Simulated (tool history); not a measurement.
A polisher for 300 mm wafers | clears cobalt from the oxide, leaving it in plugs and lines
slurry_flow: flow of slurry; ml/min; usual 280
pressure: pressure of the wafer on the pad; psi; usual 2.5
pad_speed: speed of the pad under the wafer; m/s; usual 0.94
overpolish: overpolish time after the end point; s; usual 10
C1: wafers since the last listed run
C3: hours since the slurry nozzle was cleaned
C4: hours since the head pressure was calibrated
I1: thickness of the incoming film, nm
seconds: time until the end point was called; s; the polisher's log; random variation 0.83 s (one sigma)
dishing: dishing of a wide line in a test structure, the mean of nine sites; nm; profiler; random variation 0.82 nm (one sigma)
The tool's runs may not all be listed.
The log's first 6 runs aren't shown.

{"run": 7, "hour": 451.7, "slurry_flow": 280, "pressure": 2.5, "pad_speed": 0.94, "overpolish": 10, "C1": 526, "wafers polished on this pad": 596, "C3": 501.9, "C4": 1186.8, "I1": 352.4, "seconds": 45.3, "dishing": 38.0}
{"hour": 505.8, "done": "head pressure recalibrated"}
{"run": 8, "hour": 529.7, "slurry_flow": 280, "pressure": 2.5, "pad_speed": 0.94, "overpolish": 10, "C1": 611, "wafers polished on this pad": 1207, "C3": 579.9, "C4": 23.9, "I1": 349.1, "seconds": 51.7, "dishing": 34.7}
{"hour": 617.9, "done": "slurry nozzle cleaned"}
{"run": 9, "hour": 634.9, "slurry_flow": 280, "pressure": 2.5, "pad_speed": 0.94, "overpolish": 10, "C1": 838, "wafers polished on this pad": 2046, "C3": 17.0, "C4": 129.1, "I1": 354.2, "seconds": 51.3, "dishing": 36.9}
{"run": 10, "hour": 741.6, "slurry_flow": 325, "pressure": 2.5, "pad_speed": 0.94, "overpolish": 10, "C1": 858, "wafers polished on this pad": 2905, "C3": 123.7, "C4": 235.8, "I1": 348.8, "seconds": 49.8, "dishing": 35.7}
{"run": 11, "hour": 799.6, "slurry_flow": 325, "pressure": 2.5, "pad_speed": 0.94, "overpolish": 10, "C1": 466, "wafers polished on this pad": 3372, "C3": 181.7, "C4": 293.8, "I1": 350.5, "seconds": 48.8, "dishing": 35.6}
{"run": 12, "hour": 844.8, "slurry_flow": 280, "pressure": 2.5, "pad_speed": 0.94, "overpolish": 10, "C1": 363, "wafers polished on this pad": 3736, "C3": 226.9, "C4": 339.0, "I1": 348.3, "seconds": 50.1, "dishing": 35.8}
{"run": 13, "hour": 927.5, "slurry_flow": 280, "pressure": 2.5, "pad_speed": 0.94, "overpolish": 10, "C1": 665, "wafers polished on this pad": 4402, "C3": 309.6, "C4": 421.7, "I1": 356.2, "seconds": 50.8, "dishing": 37.2}
{"hour": 961.7, "done": "worn pad replaced by a new one"}
{"run": 14, "hour": 984.4, "slurry_flow": 280, "pressure": 2.5, "pad_speed": 1.1, "overpolish": 10, "C1": 425, "wafers polished on this pad": 182, "C3": 366.5, "C4": 478.6, "I1": 352.9, "seconds": 42.5, "dishing": 38.5}
{"run": 15, "hour": 1067.4, "slurry_flow": 280, "pressure": 2.5, "pad_speed": 1.1, "overpolish": 10, "C1": 668, "wafers polished on this pad": 850, "C3": 449.5, "C4": 561.6, "I1": 346.4, "seconds": 41.5, "dishing": 38.0}
{"run": 16, "hour": 1127.6, "slurry_flow": 280, "pressure": 2.5, "pad_speed": 0.94, "overpolish": 10, "C1": 484, "wafers polished on this pad": 1335, "C3": 509.7, "C4": 621.8, "I1": 352.0, "seconds": 48.3, "dishing": 34.5}
{"run": 17, "hour": 1168.6, "slurry_flow": 280, "pressure": 2.5, "pad_speed": 0.94, "overpolish": 10, "C1": 330, "wafers polished on this pad": 1665, "C3": 550.7, "C4": 662.8, "I1": 351.4, "seconds": 49.4, "dishing": 36.0}
{"run": 18, "hour": 1226.2, "slurry_flow": 280, "pressure": 2.9, "pad_speed": 0.94, "overpolish": 5, "C1": 463, "wafers polished on this pad": 2129, "C3": 608.3, "C4": 720.4, "I1": 349.6, "seconds": 40.9, "dishing": 28.4}
{"hour": 1323.2, "done": "slurry nozzle cleaned"}
{"run": 19, "hour": 1475.0, "slurry_flow": 280, "pressure": 2.5, "pad_speed": 0.94, "overpolish": 10, "C1": 1994, "wafers polished on this pad": 4123, "C3": 151.8, "C4": 969.2, "I1": 348.4, "seconds": 48.3, "dishing": 36.7}
{"hour": 1545.3, "done": "worn pad replaced by a new one, of another model than before"}
{"run": 20, "hour": 1545.8, "slurry_flow": 280, "pressure": 2.5, "pad_speed": 1.1, "overpolish": 10, "C1": 537, "wafers polished on this pad": 3, "C3": 222.6, "C4": 1040.0, "I1": 345.3, "seconds": 42.1, "dishing": 37.6}
{"run": 21, "hour": 1589.5, "slurry_flow": 190, "pressure": 1.6, "pad_speed": 0.8, "overpolish": 4, "C1": 351, "wafers polished on this pad": 355, "C3": 266.3, "C4": 1083.7, "I1": 353.8, "seconds": 73.6, "dishing": 15.9}
{"run": 22, "hour": 1680.6, "slurry_flow": 320, "pressure": 2.5, "pad_speed": 0.62, "overpolish": 10, "C1": 733, "wafers polished on this pad": 1089, "C3": 357.4, "C4": 1174.8, "I1": 348.4, "seconds": 58.2, "dishing": 33.3}
{"run": 23, "hour": 1760.0, "slurry_flow": 365, "pressure": 2.8, "pad_speed": 0.64, "overpolish": 15, "C1": 639, "wafers polished on this pad": 1728, "C3": 436.8, "C4": 1254.2, "I1": 345.7, "seconds": 53.6, "dishing": 40.5}
{"hour": 1776.0, "done": "head pressure recalibrated"}
{"run": 24, "hour": 1885.4, "slurry_flow": 335, "pressure": 2.5, "pad_speed": 0.94, "overpolish": 12, "C1": 993, "wafers polished on this pad": 2721, "C3": 562.2, "C4": 109.4, "I1": 347.8, "seconds": 51.3, "dishing": 38.1}
{"run": 25, "hour": 1976.9, "slurry_flow": 205, "pressure": 3.3, "pad_speed": 0.84, "overpolish": 10, "C1": 736, "wafers polished on this pad": 3457, "C3": 653.7, "C4": 200.9, "I1": 351.5, "seconds": 45.2, "dishing": 36.9}
{"run": 26, "hour": 2068.4, "slurry_flow": 320, "pressure": 1.9, "pad_speed": 0.84, "overpolish": 10, "C1": 736, "wafers polished on this pad": 4194, "C3": 745.2, "C4": 292.4, "I1": 356.0, "seconds": 62.8, "dishing": 31.0}
{"hour": 2116.0, "done": "slurry nozzle cleaned"}
{"hour": 2173.1, "done": "worn pad replaced by a new one"}
{"run": 27, "hour": 2209.0, "slurry_flow": 280, "pressure": 3.2, "pad_speed": 0.64, "overpolish": 16, "C1": 1091, "wafers polished on this pad": 289, "C3": 93.0, "C4": 433.0, "I1": 352.7, "seconds": 50.2, "dishing": 41.9}
{"run": 28, "hour": 2314.4, "slurry_flow": 225, "pressure": 2.9, "pad_speed": 0.94, "overpolish": 10, "C1": 848, "wafers polished on this pad": 1137, "C3": 198.4, "C4": 538.4, "I1": 353.4, "seconds": 46.3, "dishing": 37.5}

Run 29 comes next. What will it give?
{"run": 29, "hour": 2379.2, "slurry_flow": 210, "pressure": 2.8, "pad_speed": 0.72, "overpolish": 10, "C1": 521, "wafers polished on this pad": 1659, "C3": 263.2, "C4": 603.2, "I1": 348.6, "seconds": "?", "dishing": "?"}

{"run 29": {"seconds": 53.4, "dishing": 34.4}}
Without the tool's hidden state the same run would have given seconds 55.2 s, dishing 33.9 nm.

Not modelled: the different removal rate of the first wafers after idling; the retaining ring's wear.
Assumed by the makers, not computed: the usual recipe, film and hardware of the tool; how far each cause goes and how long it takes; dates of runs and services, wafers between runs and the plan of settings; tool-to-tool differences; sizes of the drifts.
